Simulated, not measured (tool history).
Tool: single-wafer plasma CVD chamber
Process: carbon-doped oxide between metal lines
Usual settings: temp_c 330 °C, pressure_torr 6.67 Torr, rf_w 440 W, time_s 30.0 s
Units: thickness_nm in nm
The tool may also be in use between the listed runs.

run     day  temp_c  pressure_torr  rf_w  time_s  wafers since the last listed run  hours since the last thermocouple change  hours since the last RF generator calibration  hours since the last manometer calibration  hours since the showerhead was replaced  hours since the gauge calibration  read-back reference wafer on the same gauge, thickness_nm  thickness_nm
  1   0.000     330           6.67   440    30.0                                 0                                    1363.7                                         1428.4                                      1383.1                                   4939.9                              730.1                                                    156.993       158.383
  2   0.504     330           6.67   440    30.0                               192                                    1375.8                                         1440.5                                      1395.2                                   4952.0                              742.2                                                    157.215       157.068
  3   1.033     330           5.80   440    30.0                               201                                    1388.5                                         1453.2                                      1407.9                                   4964.7                              754.9                                                    157.079       155.651
  4   2.283     330           6.67   440    34.7                               476                                    1418.5                                         1483.2                                      1437.9                                   4994.7                              784.9                                                    156.985       181.805
  5   3.629     330           6.67   440    34.7                               513                                    1450.8                                         1515.5                                      1470.2                                   5027.0                              817.2                                                    157.144       180.753
  6   5.050     330           6.67   440    30.0                               541                                    1484.9                                         1549.6                                      1504.3                                   5061.1                              851.3                                                    157.002       157.576
  7   6.350     330           6.67   440    30.0                               495                                    1516.1                                         1580.8                                      1535.5                                   5092.3                              882.5                                                    156.970       156.940
  8   7.117     330           6.67   440    30.0                               292                                    1534.5                                         1599.2                                      1553.9                                   5110.7                              900.9                                                    157.043       156.619
  9   8.508     330           6.67   440    30.0                               530                                    1567.9                                         1632.6                                      1587.3                                   5144.1                              934.3                                                    156.862       156.818
 10   9.988     330           6.67   440    30.0                               564                                    1603.4                                         1668.1                                      1622.8                                   5179.6                              969.8                                                    156.921       156.275
 11  10.600     330           6.67   440    30.0                               233                                    1618.1                                         1682.8                                      1637.5                                   5194.3                              984.5                                                    157.077       157.156
     11.262  -- gauge calibrated
 12  11.379     330           6.67   440    30.0                               297                                    1636.8                                         1701.5                                      1656.2                                   5213.0                                2.8                                                    156.946       156.670
 13  12.838     330           6.67   415    25.4                               556                                    1671.8                                         1736.5                                      1691.2                                   5248.0                               37.8                                                    157.097       128.136
 14  13.612     330           5.76   440    36.0                               295                                    1690.4                                         1755.1                                      1709.8                                   5266.6                               56.4                                                    157.038       184.172
 15  14.729     330           5.81   470    30.0                               425                                    1717.2                                         1781.9                                      1736.6                                   5293.4                               83.2                                                    156.977       160.459
 16  16.083     335           6.67   390    25.4                               516                                    1749.7                                         1814.4                                      1769.1                                   5325.9                              115.7                                                    156.946       121.438
     16.450  -- showerhead replaced, of another model than before
 17  17.283     330           7.79   465    27.2                               330                                    1778.5                                         1843.2                                      1797.9                                     20.0                              144.5                                                    157.215       148.579
 18  18.650     330           6.67   440    30.0                               521                                    1811.3                                         1876.0                                      1830.7                                     52.8                              177.3                                                    156.980       159.542
     21.075  -- capacitance manometer re-zeroed and calibrated
 19  23.025     330           5.59   440    30.0                              1541                                    1916.3                                         1981.0                                        46.8                                    157.8                              282.3                                                    156.951       158.069
     24.421  -- thermocouple changed; heater temperature recalibrated
 20  24.442     330           6.67   440    30.0                               413                                       0.5                                         2015.0                                        80.8                                    191.8                              316.3                                                    156.868       158.528

Run 21 comes next. What will it give?
     25.867  -- RF generator calibrated
 21  25.888     330           6.67   440    30.0                               424                                      35.2                                            0.5                                       115.5                                    226.5                              351.0                                                          ?             ?

{"run 21": {"read-back reference wafer on the same gauge, thickness_nm": 156.988, "thickness_nm": 162.53}}
Without the tool's hidden state the same run would have given thickness_nm 162.985 nm.

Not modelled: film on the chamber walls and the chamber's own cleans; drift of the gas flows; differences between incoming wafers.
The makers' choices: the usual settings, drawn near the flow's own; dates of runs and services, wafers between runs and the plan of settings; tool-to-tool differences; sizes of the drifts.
